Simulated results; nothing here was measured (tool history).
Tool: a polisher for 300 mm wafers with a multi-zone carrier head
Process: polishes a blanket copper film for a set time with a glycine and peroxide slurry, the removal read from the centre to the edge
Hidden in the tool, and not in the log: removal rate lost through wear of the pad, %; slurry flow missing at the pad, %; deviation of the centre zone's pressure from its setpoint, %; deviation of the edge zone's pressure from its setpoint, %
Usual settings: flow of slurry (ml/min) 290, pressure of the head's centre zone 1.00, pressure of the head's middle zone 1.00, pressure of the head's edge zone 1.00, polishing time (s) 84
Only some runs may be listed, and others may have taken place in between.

| run | hour | flow of slurry (ml/min) | pressure of the head's centre zone | pressure of the head's middle zone | pressure of the head's edge zone | polishing time (s) | wafers since the last listed run | wafers polished on this pad | hours since the slurry nozzle was cleaned | hours since the centre zone pressure was calibrated | hours since the edge zone pressure was calibrated | hours since the carrier head's membrane was replaced | incoming thickness of the incoming film, nm | film removed at the wafer's centre (Å) | film removed at mid-radius (Å) | film removed at the wafer's edge (Å) |
|---|---|---|---|---|---|---|---|---|---|---|---|---|---|---|---|---|
| 1 | 0.0 | 290 | 0.94 | 0.91 | 1.00 | 97 | 0 | 1756 | 744.3 | 114.3 | 57.2 | 1047.8 | 1517.9 | 3296 | 3248 | 3478 |
|  | 9.2 | worn pad replaced by a new one |
| 2 | 9.7 | 290 | 1.00 | 1.00 | 1.08 | 84 | 71 | 6 | 754.0 | 124.0 | 66.9 | 1057.5 | 1509.8 | 3406 | 3449 | 3515 |
| 3 | 26.7 | 290 | 1.00 | 1.00 | 1.00 | 84 | 213 | 219 | 771.0 | 141.0 | 83.9 | 1074.5 | 1549.7 | 3298 | 3262 | 3226 |
| 4 | 33.4 | 290 | 1.00 | 0.91 | 1.00 | 84 | 84 | 304 | 777.7 | 147.7 | 90.6 | 1081.2 | 1537.9 | 3285 | 3019 | 3193 |
| 5 | 44.1 | 290 | 1.00 | 1.00 | 0.96 | 76 | 134 | 438 | 788.4 | 158.4 | 101.3 | 1091.9 | 1519.2 | 2909 | 2887 | 2775 |
| 6 | 59.8 | 210 | 1.00 | 1.10 | 1.00 | 113 | 197 | 635 | 804.1 | 174.1 | 117.0 | 1107.6 | 1526.7 | 3946 | 4327 | 4028 |
|  | 78.6 | slurry nozzle cleaned |
| 7 | 82.5 | 330 | 1.00 | 1.00 | 1.00 | 104 | 272 | 908 | 3.9 | 196.8 | 139.7 | 1130.3 | 1561.8 | 3886 | 3931 | 3842 |
|  | 93.1 | carrier head's membrane replaced by a new one |
| 8 | 93.6 | 290 | 1.06 | 1.00 | 1.00 | 84 | 76 | 985 | 15.0 | 207.9 | 150.8 | 0.5 | 1512.7 | 3228 | 3118 | 2973 |
| 9 | 103.8 | 290 | 1.00 | 1.00 | 1.00 | 84 | 128 | 1113 | 25.2 | 218.1 | 161.0 | 10.7 | 1513.5 | 3011 | 3079 | 2985 |
| 10 | 125.2 | 290 | 1.00 | 0.88 | 1.07 | 74 | 268 | 1382 | 46.6 | 239.5 | 182.4 | 32.1 | 1542.1 | 2574 | 2380 | 2758 |
|  | 133.2 | worn pad replaced by a new one |
| 11 | 142.3 | 380 | 1.00 | 1.00 | 1.00 | 84 | 164 | 113 | 63.7 | 256.6 | 199.5 | 49.2 | 1554.3 | 3353 | 3420 | 3386 |
| 12 | 150.5 | 290 | 1.06 | 1.00 | 1.00 | 84 | 103 | 216 | 71.9 | 264.8 | 207.7 | 57.4 | 1530.3 | 3398 | 3280 | 3269 |
| 13 | 161.7 | 290 | 1.00 | 0.97 | 1.00 | 68 | 140 | 357 | 83.1 | 276.0 | 218.9 | 68.6 | 1526.5 | 2458 | 2526 | 2527 |
| 14 | 176.5 | 290 | 1.00 | 1.00 | 1.00 | 84 | 186 | 543 | 97.9 | 290.8 | 233.7 | 83.4 | 1524.9 | 3028 | 3106 | 3112 |
| 15 | 184.4 | 290 | 1.00 | 0.93 | 1.04 | 84 | 99 | 643 | 105.8 | 298.7 | 241.6 | 91.3 | 1533.3 | 3006 | 2933 | 3107 |
| 16 | 197.0 | 290 | 0.90 | 1.00 | 1.00 | 84 | 158 | 801 | 118.4 | 311.3 | 254.2 | 103.9 | 1547.6 | 2651 | 3073 | 3054 |
| 17 | 205.9 | 235 | 1.06 | 1.08 | 1.00 | 96 | 111 | 913 | 127.3 | 320.2 | 263.1 | 112.8 | 1536.5 | 3453 | 3604 | 3342 |
| 18 | 216.3 | 380 | 1.00 | 1.04 | 0.96 | 84 | 130 | 1044 | 137.7 | 330.6 | 273.5 | 123.2 | 1533.2 | 2952 | 3221 | 2971 |
| 19 | 267.0 | 290 | 1.08 | 1.00 | 0.96 | 84 | 637 | 1681 | 188.4 | 381.3 | 324.2 | 173.9 | 1552.0 | 2983 | 2985 | 2847 |
| 20 | 282.8 | 290 | 1.00 | 0.95 | 1.00 | 100 | 198 | 1879 | 204.2 | 397.1 | 340.0 | 189.7 | 1521.8 | 3238 | 3340 | 3508 |
|  | 290.2 | worn pad replaced by a new one |
| 21 | 298.1 | 290 | 1.00 | 1.00 | 1.00 | 84 | 142 | 99 | 219.5 | 412.4 | 355.3 | 205.0 | 1526.5 | 3109 | 3348 | 3374 |

Branching from run 21: 5 alternative next runs. What would each branch give?
| A | 298.5 | 290 | 1.00 | 0.90 | 1.00 | 84 | 5 | 104 | 219.9 | 412.8 | 355.7 | 205.4 | 1507.6 | ? | ? | ? |
| B | 298.5 | 290 | 1.00 | 1.00 | 1.00 | 92 | 5 | 104 | 219.9 | 412.8 | 355.7 | 205.4 | 1507.6 | ? | ? | ? |
| C | 298.5 | 290 | 1.00 | 0.92 | 1.00 | 58 | 5 | 104 | 219.9 | 412.8 | 355.7 | 205.4 | 1507.6 | ? | ? | ? |
| D | 298.5 | 220 | 1.00 | 1.00 | 1.00 | 84 | 5 | 104 | 219.9 | 412.8 | 355.7 | 205.4 | 1507.6 | ? | ? | ? |
| E | 298.5 | 290 | 1.00 | 1.00 | 1.00 | 57 | 5 | 104 | 219.9 | 412.8 | 355.7 | 205.4 | 1507.6 | ? | ? | ? |

| run | film removed at the wafer's centre (Å) | film removed at mid-radius (Å) | film removed at the wafer's edge (Å) |
|---|---|---|---|
| A | 3074 | 3084 | 3324 |
| B | 3369 | 3689 | 3635 |
| C | 2123 | 2169 | 2294 |
| D | 2967 | 3261 | 3239 |
| E | 2087 | 2286 | 2252 |
Without the tool's hidden state the same runs would have given:
| run | film removed at the wafer's centre (Å) | film removed at mid-radius (Å) | film removed at the wafer's edge (Å) |
|---|---|---|---|
| A | 3464 | 3170 | 3418 |
| B | 3797 | 3792 | 3738 |
| C | 2392 | 2229 | 2359 |
| D | 3344 | 3352 | 3331 |
| E | 2353 | 2349 | 2316 |

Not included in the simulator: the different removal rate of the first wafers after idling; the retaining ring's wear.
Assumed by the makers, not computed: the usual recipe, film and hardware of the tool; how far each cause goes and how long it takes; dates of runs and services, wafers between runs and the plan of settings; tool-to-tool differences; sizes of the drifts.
